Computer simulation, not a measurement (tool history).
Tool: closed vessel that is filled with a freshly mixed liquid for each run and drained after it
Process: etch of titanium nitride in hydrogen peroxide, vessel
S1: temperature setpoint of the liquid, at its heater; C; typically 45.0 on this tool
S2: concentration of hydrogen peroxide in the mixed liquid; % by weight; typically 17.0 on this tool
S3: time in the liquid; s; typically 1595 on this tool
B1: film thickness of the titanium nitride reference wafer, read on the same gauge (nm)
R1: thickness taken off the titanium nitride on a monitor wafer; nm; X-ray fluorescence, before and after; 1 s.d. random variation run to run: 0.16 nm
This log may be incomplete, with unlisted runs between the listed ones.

Run 1, hour 0.0: usual settings but S2 13.0 % by weight; B1 149.59. Result: R1 48.94 nm.
Run 2, hour 14.8: usual settings but S2 13.5 % by weight, S3 1925 s; B1 149.51. Result: R1 59.68 nm.
Run 3, hour 36.5: usual settings but S2 13.5 % by weight, S3 1925 s; B1 149.34. Result: R1 59.73 nm.
Run 4, hour 65.0: usual settings but S2 13.5 % by weight, S3 1925 s; B1 149.12. Result: R1 59.72 nm.
Run 5, hour 79.1: usual settings but S1 51.0 C, S2 15.5 % by weight; B1 149.07. Result: R1 78.79 nm.
Run 6, hour 98.0: usual settings but S1 51.0 C, S2 15.5 % by weight; B1 148.95. Result: R1 78.91 nm.
Run 7, hour 128.1: usual settings; B1 148.76. Result: R1 51.34 nm.
At hour 150.1: peroxide flow meter replaced.
Run 8, hour 150.6: usual settings but S1 51.0 C, S2 15.5 % by weight; B1 148.65. Result: R1 78.43 nm.
At hour 160.8: gauge calibrated.
Run 9, hour 180.9: usual settings but S1 38.5 C; B1 150.06. Result: R1 31.70 nm.
Run 10, hour 201.7: usual settings but S1 39.0 C, S3 715 s; B1 149.99. Result: R1 14.84 nm.
At hour 230.3: new drum of peroxide connected.
Run 11, hour 236.0: usual settings but S2 20.5 % by weight; B1 149.76. Result: R1 54.17 nm.
At hour 241.5: thermometer replaced.
Run 12, hour 252.1: usual settings but S2 14.0 % by weight; B1 149.61. Result: R1 50.10 nm.
Run 13, hour 284.4: usual settings but S1 38.5 C, S2 21.5 % by weight; B1 149.45. Result: R1 33.25 nm.
Run 14, hour 306.2: usual settings; B1 149.31. Result: R1 51.96 nm.

Selected run-to-run steps in R1, each split into two signed amounts: the part the tool would show with no hidden state at all (from settings, incoming material and random variation), and the remainder, which goes to the hidden state together with any gauge scatter not common to the measured and the hidden-state-free results:
The tool's hidden condition here consists of: liquid colder than its thermometer reads (K); peroxide flow above the setpoint (%); peroxide weaker than its label (%); gauge reads high (%).
Run 8 -> 9: S1 51.0 -> 38.5, S2 15.5 -> 17.0, gauge calibrated. R1 -46.73 nm: hidden state +0.73, all else -47.46.

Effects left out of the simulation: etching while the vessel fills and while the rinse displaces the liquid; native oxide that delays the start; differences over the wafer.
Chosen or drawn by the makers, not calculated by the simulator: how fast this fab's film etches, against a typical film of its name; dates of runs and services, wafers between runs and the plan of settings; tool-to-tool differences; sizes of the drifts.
